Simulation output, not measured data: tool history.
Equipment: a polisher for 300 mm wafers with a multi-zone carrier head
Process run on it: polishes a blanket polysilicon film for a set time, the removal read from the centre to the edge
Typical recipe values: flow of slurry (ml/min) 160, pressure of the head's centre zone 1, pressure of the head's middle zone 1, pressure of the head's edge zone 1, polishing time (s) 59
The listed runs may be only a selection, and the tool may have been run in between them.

| run | day | flow of slurry (ml/min) | pressure of the head's centre zone | pressure of the head's middle zone | pressure of the head's edge zone | polishing time (s) | wafers since the last listed run | wafers polished on this pad | hours since the slurry nozzle was cleaned | hours since the centre zone pressure was calibrated | hours since the edge zone pressure was calibrated | hours since the carrier head's membrane was replaced | incoming thickness of the incoming film, nm | film removed at the wafer's centre (nm) | film removed at mid-radius (nm) | film removed at the wafer's edge (nm) |
|---|---|---|---|---|---|---|---|---|---|---|---|---|---|---|---|---|
| 1 | 0 | 160 | 1 | 1 | 1 | 59 | 0 | 1060 | 168.1 | 69.5 | 801.1 | 300.8 | 1923.5 | 536.4 | 558.1 | 571.5 |
|  | 1.783 | worn pad replaced by a new one |
| 2 | 2.738 | 160 | 1.09 | 1 | 1.11 | 64 | 407 | 151 | 233.8 | 135.2 | 866.8 | 366.5 | 1957.1 | 682.9 | 645.5 | 701.6 |
|  | 3.521 | edge zone pressure recalibrated |
| 3 | 3.867 | 160 | 1 | 1 | 1.12 | 59 | 165 | 317 | 260.9 | 162.3 | 8.3 | 393.6 | 1923.6 | 570.1 | 588.3 | 633.5 |
| 4 | 4.562 | 160 | 1 | 1 | 1 | 59 | 110 | 427 | 277.6 | 179 | 25 | 410.3 | 1943.4 | 561.1 | 590.7 | 612 |
|  | 5.333 | carrier head's membrane replaced by a new one |
| 5 | 5.354 | 120 | 1.1 | 1 | 1 | 59 | 92 | 520 | 296.6 | 198 | 44 | 0.5 | 1927.8 | 581.6 | 551.6 | 585.5 |
| 6 | 6.221 | 160 | 1.11 | 1 | 1 | 59 | 137 | 657 | 317.4 | 218.8 | 64.8 | 21.3 | 1970.8 | 604.8 | 575.4 | 606.6 |
| 7 | 7.5 | 200 | 1 | 1 | 0.97 | 59 | 202 | 860 | 348.1 | 249.5 | 95.5 | 52 | 1902.2 | 551.2 | 599.1 | 595.6 |
| 8 | 8.292 | 135 | 0.93 | 0.92 | 0.95 | 59 | 125 | 985 | 367.1 | 268.5 | 114.5 | 71 | 1934.4 | 484.3 | 528.3 | 533.6 |
| 9 | 9.596 | 200 | 1.08 | 1 | 1.07 | 47 | 206 | 1192 | 398.4 | 299.8 | 145.8 | 102.3 | 1935.2 | 453.6 | 444.7 | 462.3 |
|  | 10.108 | worn pad replaced by a new one |
| 10 | 10.854 | 205 | 0.91 | 1 | 1 | 59 | 173 | 118 | 428.6 | 330 | 176 | 132.5 | 1930 | 529.2 | 610 | 621 |
| 11 | 12.104 | 160 | 1 | 1 | 1 | 46 | 198 | 316 | 458.6 | 360 | 206 | 162.5 | 1943.7 | 434.6 | 455.7 | 466.3 |
| 12 | 13.529 | 160 | 1 | 1 | 1 | 59 | 225 | 542 | 492.8 | 394.2 | 240.2 | 196.7 | 1925.9 | 540.3 | 573.4 | 592.9 |
| 13 | 14.429 | 160 | 1 | 1 | 1 | 59 | 142 | 684 | 514.4 | 415.8 | 261.8 | 218.3 | 1926.4 | 542.3 | 576.7 | 582 |
| 14 | 15.158 | 160 | 1.05 | 1 | 1.05 | 59 | 115 | 800 | 531.9 | 433.3 | 279.3 | 235.8 | 1922.8 | 558.6 | 562 | 595.2 |
| 15 | 16.246 | 160 | 1 | 1 | 0.91 | 59 | 172 | 972 | 558 | 459.4 | 305.4 | 261.9 | 1929 | 525.3 | 554.5 | 548.3 |
| 16 | 17.608 | 160 | 1.04 | 1.11 | 1 | 59 | 215 | 1188 | 590.7 | 492.1 | 338.1 | 294.6 | 1935.9 | 521.2 | 577.2 | 549.9 |
| 17 | 18.346 | 215 | 1 | 1.08 | 1.03 | 59 | 116 | 1305 | 608.4 | 509.8 | 355.8 | 312.3 | 1940.2 | 516.8 | 579.7 | 569.4 |
|  | 19.404 | worn pad replaced by a new one |
| 18 | 19.575 | 160 | 1 | 1 | 1 | 59 | 168 | 26 | 637.9 | 539.3 | 385.3 | 341.8 | 1926.9 | 547.1 | 595.3 | 616.3 |
| 19 | 21.008 | 160 | 1.05 | 1 | 1 | 76 | 227 | 254 | 672.3 | 573.7 | 419.7 | 376.2 | 1950.2 | 750.2 | 758.8 | 791.9 |
| 20 | 21.838 | 160 | 1 | 1 | 1 | 59 | 131 | 385 | 692.2 | 593.6 | 439.6 | 396.1 | 1935.6 | 545.3 | 583.4 | 590.7 |
| 21 | 22.792 | 125 | 1 | 1 | 1 | 59 | 151 | 536 | 715.1 | 616.5 | 462.5 | 419 | 1943.9 | 513.2 | 559.4 | 579.1 |

Consider 5 possible next runs. They are alternatives, not a sequence: every one starts from the tool as it was left by run 21. What does each give?
| A | 22.808 | 115 | 1 | 1 | 1 | 59 | 2 | 539 | 715.5 | 616.9 | 462.9 | 419.4 | 1933.8 | ? | ? | ? |
| B | 22.808 | 160 | 1 | 1 | 1.1 | 72 | 2 | 539 | 715.5 | 616.9 | 462.9 | 419.4 | 1933.8 | ? | ? | ? |
| C | 22.808 | 160 | 1 | 1 | 1 | 70 | 2 | 539 | 715.5 | 616.9 | 462.9 | 419.4 | 1933.8 | ? | ? | ? |
| D | 22.808 | 160 | 0.97 | 1 | 1 | 69 | 2 | 539 | 715.5 | 616.9 | 462.9 | 419.4 | 1933.8 | ? | ? | ? |
| E | 22.808 | 160 | 1 | 0.88 | 1 | 59 | 2 | 539 | 715.5 | 616.9 | 462.9 | 419.4 | 1933.8 | ? | ? | ? |

| run | film removed at the wafer's centre (nm) | film removed at mid-radius (nm) | film removed at the wafer's edge (nm) |
|---|---|---|---|
| A | 515.8 | 548.1 | 579.2 |
| B | 672.2 | 708.5 | 772 |
| C | 653.6 | 688.9 | 716 |
| D | 624.7 | 679.2 | 705.8 |
| E | 550.5 | 538.8 | 604.2 |
Stripped of hidden state, with their random variation kept, the same runs would have yielded:
| run | film removed at the wafer's centre (nm) | film removed at mid-radius (nm) | film removed at the wafer's edge (nm) |
|---|---|---|---|
| A | 560.9 | 559.3 | 591.3 |
| B | 731 | 723 | 788 |
| C | 710.7 | 703 | 730.9 |
| D | 679.3 | 693.1 | 720.4 |
| E | 598.6 | 549.8 | 616.7 |

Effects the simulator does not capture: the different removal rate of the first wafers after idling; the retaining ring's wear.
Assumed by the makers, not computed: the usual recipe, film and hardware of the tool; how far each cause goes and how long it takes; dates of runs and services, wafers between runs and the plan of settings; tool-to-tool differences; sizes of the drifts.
